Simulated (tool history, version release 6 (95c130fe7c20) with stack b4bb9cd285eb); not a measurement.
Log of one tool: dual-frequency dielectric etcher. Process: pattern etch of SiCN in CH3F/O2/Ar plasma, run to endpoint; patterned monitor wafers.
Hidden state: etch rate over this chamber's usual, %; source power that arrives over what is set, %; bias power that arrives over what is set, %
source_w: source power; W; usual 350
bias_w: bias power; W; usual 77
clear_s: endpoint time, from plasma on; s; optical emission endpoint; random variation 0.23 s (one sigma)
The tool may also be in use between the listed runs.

run,hour,source_w,bias_w,wafers since the last listed run,hours since the last wet clean,hours since the last source power generator calibration,hours since the last bias power generator calibration,hours since the last upper electrode change,"incoming incoming film thickness, nm",clear_s
1,0.0,350,77,0,173.3,1834.2,1732.8,3692.9,9.59,26.5
2,45.3,350,77,908,218.6,1879.5,1778.1,3738.2,9.56,26.0
3,96.4,350,77,1025,269.7,1930.6,1829.2,3789.3,9.65,26.1
4,151.7,350,77,1109,325.0,1985.9,1884.5,3844.6,9.55,26.2
5,187.0,350,77,708,360.3,2021.2,1919.8,3879.9,9.61,26.0
# hour 226.2: wet clean of the chamber
6,226.7,280,82,314,0.5,2060.9,1959.5,3919.6,9.57,28.3
7,278.8,280,82,1045,52.6,2113.0,2011.6,3971.7,9.52,27.9
8,337.4,350,77,1175,111.2,2171.6,2070.2,4030.3,9.62,27.1
9,377.7,350,77,808,151.5,2211.9,2110.5,4070.6,9.61,27.0
10,434.0,350,77,1129,207.8,2268.2,2166.8,4126.9,9.58,26.1
11,463.1,350,77,583,236.9,2297.3,2195.9,4156.0,9.68,26.4
12,528.3,350,77,1307,302.1,2362.5,2261.1,4221.2,9.62,25.9
13,597.4,350,77,1386,371.2,2431.6,2330.2,4290.3,9.65,26.5
# hour 632.6: wet clean of the chamber
14,654.4,350,77,662,21.8,2488.6,2387.2,4347.3,9.60,26.8
15,686.6,330,66,645,54.0,2520.8,2419.4,4379.5,9.62,29.1
16,732.1,350,77,912,99.5,2566.3,2464.9,4425.0,9.61,26.8
17,789.6,260,59,1153,157.0,2623.8,2522.4,4482.5,9.56,31.9
18,832.3,400,77,856,199.7,2666.5,2565.1,4525.2,9.61,25.3
19,867.7,410,59,710,235.1,2701.9,2600.5,4560.6,9.53,27.5
# hour 885.4: source power generator calibrated
# hour 907.6: bias power generator calibrated
20,962.8,350,83,1747,330.2,77.4,55.2,4655.7,9.64,25.3
# hour 989.9: upper electrode replaced, of another model than before
# hour 1008.9: wet clean of the chamber
21,1047.6,350,77,838,38.7,162.2,140.0,57.7,9.62,27.0
22,1088.4,420,69,818,79.5,203.0,180.8,98.5,9.55,25.8
23,1141.7,320,61,1069,132.8,256.3,234.1,151.8,9.60,31.9
24,1208.9,350,77,1348,200.0,323.5,301.3,219.0,9.60,26.1
25,1277.0,350,77,1366,268.1,391.6,369.4,287.1,9.66,26.4
26,1331.4,350,62,1091,322.5,446.0,423.8,341.5,9.72,29.5
27,1366.8,430,92,710,357.9,481.4,459.2,376.9,9.58,20.8
# hour 1409.1: wet clean of the chamber
28,1409.6,430,77,377,0.5,524.2,502.0,419.7,9.63,24.3
29,1442.9,390,84,668,33.8,557.5,535.3,453.0,9.63,24.5
30,1509.9,410,72,1344,100.8,624.5,602.3,520.0,9.64,25.9
31,1561.8,280,82,1041,152.7,676.4,654.2,571.9,9.67,29.5
32,1619.4,430,96,1155,210.3,734.0,711.8,629.5,9.54,20.7
33,1683.5,430,65,1285,274.4,798.1,775.9,693.6,9.58,25.7
34,1736.8,350,77,1069,327.7,851.4,829.2,746.9,9.68,26.4
# hour 1799.0: wet clean of the chamber
35,1799.5,300,89,776,0.5,914.1,891.9,809.6,9.69,28.1

4 ways to go on from here, each from the tool as it stands after run 35. What would each give?
A,1799.9,350,77,8,0.9,914.5,892.3,810.0,9.65,?
B,1799.9,320,67,8,0.9,914.5,892.3,810.0,9.65,?
C,1799.9,380,70,8,0.9,914.5,892.3,810.0,9.65,?
D,1799.9,430,82,8,0.9,914.5,892.3,810.0,9.65,?

run,clear_s
A,27.2
B,30.9
C,27.5
D,23.7
Without the tool's hidden state the same runs would have given:
run,clear_s
A,27.1
B,30.7
C,27.3
D,23.5

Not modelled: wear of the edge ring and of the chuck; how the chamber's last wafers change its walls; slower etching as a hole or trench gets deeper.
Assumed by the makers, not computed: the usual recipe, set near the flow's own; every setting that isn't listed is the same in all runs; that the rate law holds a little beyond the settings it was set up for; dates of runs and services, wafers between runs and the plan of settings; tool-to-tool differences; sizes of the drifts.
